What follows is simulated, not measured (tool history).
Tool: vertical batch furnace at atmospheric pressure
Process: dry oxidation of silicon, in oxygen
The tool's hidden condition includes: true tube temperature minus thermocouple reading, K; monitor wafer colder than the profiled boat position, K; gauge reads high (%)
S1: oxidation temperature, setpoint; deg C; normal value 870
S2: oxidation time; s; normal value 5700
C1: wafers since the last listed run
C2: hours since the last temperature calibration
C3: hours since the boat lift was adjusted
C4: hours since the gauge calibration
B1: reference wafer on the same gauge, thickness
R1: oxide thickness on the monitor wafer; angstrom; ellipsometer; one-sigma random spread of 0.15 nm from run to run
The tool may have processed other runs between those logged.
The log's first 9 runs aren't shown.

run	hour	S1	S2	C1	C2	C3	C4	B1	R1
10	729.5	879	5700	684	4156	4291.5	1290.6	62.78	635.2
11	780.3	886	7380	410	4206.8	4342.3	1341.4	62.79	717.7
# hour 812.9: thermocouples replaced and temperature profile calibrated
12	831.5	886	7380	219	18.6	4393.5	1392.6	62.81	729.3
13	868.6	852	5700	300	55.7	4430.6	1429.7	62.87	578.5
14	956.9	852	5700	714	144	4518.9	1518	62.82	577.4
15	993.9	852	5700	299	181	4555.9	1555	62.79	575.2
16	1067.7	870	7200	596	254.8	4629.7	1628.8	62.73	670
17	1136.4	870	5700	555	323.5	4698.4	1697.5	62.87	621.3
18	1214.3	870	5700	629	401.4	4776.3	1775.4	62.78	620.8
# hour 1259.4: thermocouples replaced and temperature profile calibrated, repeated, since the last time left the tool worse
19	1315.9	852	5700	627	56.5	4877.9	1877	62.82	567
20	1419.2	852	7440	835	159.8	4981.2	1980.3	62.8	605.5
21	1483.5	870	7860	519	224.1	5045.5	2044.6	62.77	666.7

Estimate the outcome of run 22 from the log above:
# hour 1518.9: boat lift adjusted
22	1556	886	3990	392	296.6	37.1	2117.1	?	?

Run 22 measured B1 62.8, R1 586 angstrom.
Were there no unlogged condition in the tool, this run, its random variation unchanged, would have produced R1 584.3 angstrom.
